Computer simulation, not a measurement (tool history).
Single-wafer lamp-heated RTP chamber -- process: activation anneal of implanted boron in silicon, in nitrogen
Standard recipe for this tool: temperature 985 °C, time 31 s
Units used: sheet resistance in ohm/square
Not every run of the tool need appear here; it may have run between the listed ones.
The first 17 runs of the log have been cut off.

| run | hour | temperature | time | wafers since the last listed run | wafers since the last pyrometer calibration | wafers since the reflector plate was cleaned | hours since the gauge calibration | read-back reference wafer on the same gauge, sheet resistance | sheet resistance |
|---|---|---|---|---|---|---|---|---|---|
| 18 | 444.4 | 985 | 46 | 338 | 2479 | 451 | 631.1 | 158.02 | 188.81 |
|  | 456.9 | gauge calibrated |
| 19 | 549.3 | 977 | 38 | 1587 | 4066 | 2038 | 92.4 | 158.04 | 189.33 |
| 20 | 565.3 | 958 | 40 | 242 | 4308 | 2280 | 108.4 | 158.08 | 200.57 |
| 21 | 582.4 | 1005 | 45 | 258 | 4567 | 2538 | 125.5 | 158.03 | 183.64 |
| 22 | 606.0 | 1010 | 49 | 357 | 4924 | 2895 | 149.1 | 157.97 | 182.33 |
|  | 635.5 | pyrometer window cleaned and pyrometer calibrated |
| 23 | 636.0 | 1010 | 40 | 332 | 7 | 3228 | 179.1 | 157.98 | 184.72 |
| 24 | 661.8 | 985 | 31 | 390 | 397 | 3619 | 204.9 | 158.09 | 190.89 |
| 25 | 694.3 | 997 | 42 | 491 | 889 | 4110 | 237.4 | 157.97 | 185.54 |
| 26 | 707.3 | 957 | 25 | 196 | 1085 | 4307 | 250.4 | 158.00 | 209.25 |
| 27 | 719.4 | 996 | 47 | 183 | 1268 | 4490 | 262.5 | 157.88 | 183.98 |
| 28 | 757.5 | 960 | 22 | 576 | 1845 | 5066 | 300.6 | 157.92 | 205.57 |
| 29 | 790.1 | 977 | 38 | 493 | 2338 | 5560 | 333.2 | 157.98 | 190.10 |
| 30 | 807.6 | 966 | 24 | 264 | 2603 | 5824 | 350.7 | 158.02 | 197.75 |
| 31 | 830.4 | 967 | 24 | 344 | 2948 | 6169 | 373.5 | 158.04 | 196.30 |
| 32 | 842.6 | 985 | 37 | 184 | 3132 | 6354 | 385.7 | 157.93 | 186.43 |
| 33 | 871.7 | 985 | 31 | 440 | 3573 | 6794 | 414.8 | 157.89 | 187.33 |
| 34 | 899.2 | 961 | 49 | 416 | 3989 | 7210 | 442.3 | 157.82 | 195.68 |
| 35 | 916.7 | 1005 | 49 | 264 | 4253 | 7475 | 459.8 | 157.93 | 182.56 |
| 36 | 934.9 | 985 | 31 | 275 | 4529 | 7750 | 478.0 | 158.06 | 187.33 |

Below are 5 alternative next runs, each starting from the tool's condition after run 36. Predict each:
| A | 935.3 | 985 | 31 | 6 | 4535 | 7756 | 478.4 | ? | ? |
| B | 935.3 | 985 | 45 | 6 | 4535 | 7756 | 478.4 | ? | ? |
| C | 935.3 | 996 | 31 | 6 | 4535 | 7756 | 478.4 | ? | ? |
| D | 935.3 | 994 | 42 | 6 | 4535 | 7756 | 478.4 | ? | ? |
| E | 935.3 | 973 | 31 | 6 | 4535 | 7756 | 478.4 | ? | ? |

| run | read-back reference wafer on the same gauge, sheet resistance | sheet resistance |
|---|---|---|
| A | 157.89 | 187.10 |
| B | 157.89 | 186.05 |
| C | 157.89 | 184.92 |
| D | 157.89 | 184.48 |
| E | 157.89 | 190.98 |
Take away the tool's hidden state, keep each run's random variation, and the runs would have read:
| run | sheet resistance |
|---|---|
| A | 192.38 |
| B | 190.75 |
| C | 188.24 |
| D | 187.87 |
| E | 199.72 |

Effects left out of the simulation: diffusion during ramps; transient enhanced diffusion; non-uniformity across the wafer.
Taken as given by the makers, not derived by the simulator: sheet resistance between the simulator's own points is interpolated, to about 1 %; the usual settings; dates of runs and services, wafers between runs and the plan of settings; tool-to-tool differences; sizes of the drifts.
